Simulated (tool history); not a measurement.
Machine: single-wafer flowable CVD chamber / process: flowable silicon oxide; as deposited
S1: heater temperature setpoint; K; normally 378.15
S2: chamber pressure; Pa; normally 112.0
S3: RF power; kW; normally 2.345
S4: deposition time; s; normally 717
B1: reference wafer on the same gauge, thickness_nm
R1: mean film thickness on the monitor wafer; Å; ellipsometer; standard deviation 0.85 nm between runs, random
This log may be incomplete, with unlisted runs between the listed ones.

| run | hour | S1 | S2 | S3 | S4 | B1 | R1 |
|---|---|---|---|---|---|---|---|
| 1 | 0.0 | 378.15 | 112.0 | 2.025 | 809 | 381.072 | 4672.11 |
| 2 | 281.4 | 378.15 | 112.0 | 2.025 | 809 | 381.024 | 4689.33 |
| 3 | 323.0 | 378.15 | 112.0 | 2.345 | 717 | 381.024 | 4215.85 |
| 4 | 421.6 | 378.15 | 112.0 | 2.345 | 717 | 381.096 | 4206.79 |
| 5 | 504.1 | 378.15 | 112.0 | 2.345 | 717 | 381.015 | 4218.40 |
| 6 | 599.5 | 378.15 | 112.0 | 2.345 | 717 | 380.832 | 4224.07 |
| 7 | 660.0 | 378.15 | 112.0 | 2.345 | 717 | 380.932 | 4232.86 |
| 8 | 716.1 | 378.15 | 112.0 | 2.345 | 717 | 381.070 | 4208.67 |
| 9 | 805.6 | 378.15 | 112.0 | 2.345 | 717 | 380.900 | 4232.34 |
|  | 891.2 | capacitance manometer re-zeroed and calibrated |
| 10 | 903.5 | 378.15 | 112.0 | 2.345 | 717 | 380.863 | 4143.96 |
|  | 982.8 | thermocouple changed; heater temperature recalibrated |
| 11 | 983.3 | 378.15 | 112.0 | 2.345 | 717 | 380.787 | 4143.23 |
| 12 | 1063.4 | 378.15 | 112.0 | 1.955 | 717 | 380.839 | 4103.83 |
| 13 | 1135.2 | 378.15 | 119.3 | 2.345 | 630 | 381.188 | 3914.68 |
| 14 | 1221.4 | 364.15 | 98.4 | 2.575 | 717 | 380.978 | 5583.15 |
|  | 1316.6 | gauge calibrated |
| 15 | 1327.1 | 389.15 | 129.5 | 2.345 | 717 | 381.164 | 3545.75 |
| 16 | 1381.0 | 387.15 | 104.1 | 2.520 | 717 | 380.790 | 3048.89 |
|  | 1414.5 | RF generator calibrated |
| 17 | 1427.5 | 378.15 | 112.0 | 2.345 | 717 | 381.243 | 4217.50 |
| 18 | 1531.1 | 365.15 | 112.0 | 2.345 | 811 | 381.091 | 6965.24 |
|  | 1577.0 | showerhead replaced |
| 19 | 1638.3 | 378.15 | 112.0 | 2.345 | 717 | 381.098 | 4224.03 |
| 20 | 1692.8 | 378.15 | 87.2 | 2.345 | 717 | 381.020 | 3284.23 |
| 21 | 1742.2 | 382.15 | 99.5 | 2.345 | 717 | 381.124 | 3337.94 |
| 22 | 1837.9 | 378.15 | 112.0 | 2.345 | 717 | 380.793 | 4224.95 |
| 23 | 1874.8 | 378.15 | 138.8 | 2.345 | 717 | 380.886 | 5218.58 |
| 24 | 1940.2 | 378.15 | 112.0 | 1.880 | 604 | 381.253 | 3480.06 |
| 25 | 1984.5 | 378.15 | 112.0 | 2.345 | 717 | 381.151 | 4226.60 |
| 26 | 2027.0 | 388.15 | 98.1 | 2.345 | 854 | 381.083 | 3312.92 |
| 27 | 2102.2 | 388.15 | 101.7 | 2.625 | 644 | 381.123 | 2630.52 |

Alternative continuations, all from the tool just after run 27; predict every row:
| A | 2102.8 | 378.15 | 112.0 | 2.345 | 717 | ? | ? |
| B | 2102.8 | 378.15 | 122.5 | 2.345 | 717 | ? | ? |
| C | 2102.8 | 371.15 | 112.0 | 2.480 | 717 | ? | ? |
| D | 2102.8 | 364.15 | 112.0 | 2.035 | 832 | ? | ? |
| E | 2102.8 | 378.15 | 94.3 | 1.965 | 717 | ? | ? |

| run | B1 | R1 |
|---|---|---|
| A | 380.890 | 4238.26 |
| B | 380.890 | 4628.47 |
| C | 380.890 | 5237.14 |
| D | 380.890 | 7306.25 |
| E | 380.890 | 3507.18 |
What these runs would have given with no unlogged condition in the tool:
| run | R1 |
|---|---|
| A | 4133.68 |
| B | 4519.66 |
| C | 5107.91 |
| D | 7125.97 |
| E | 3418.08 |
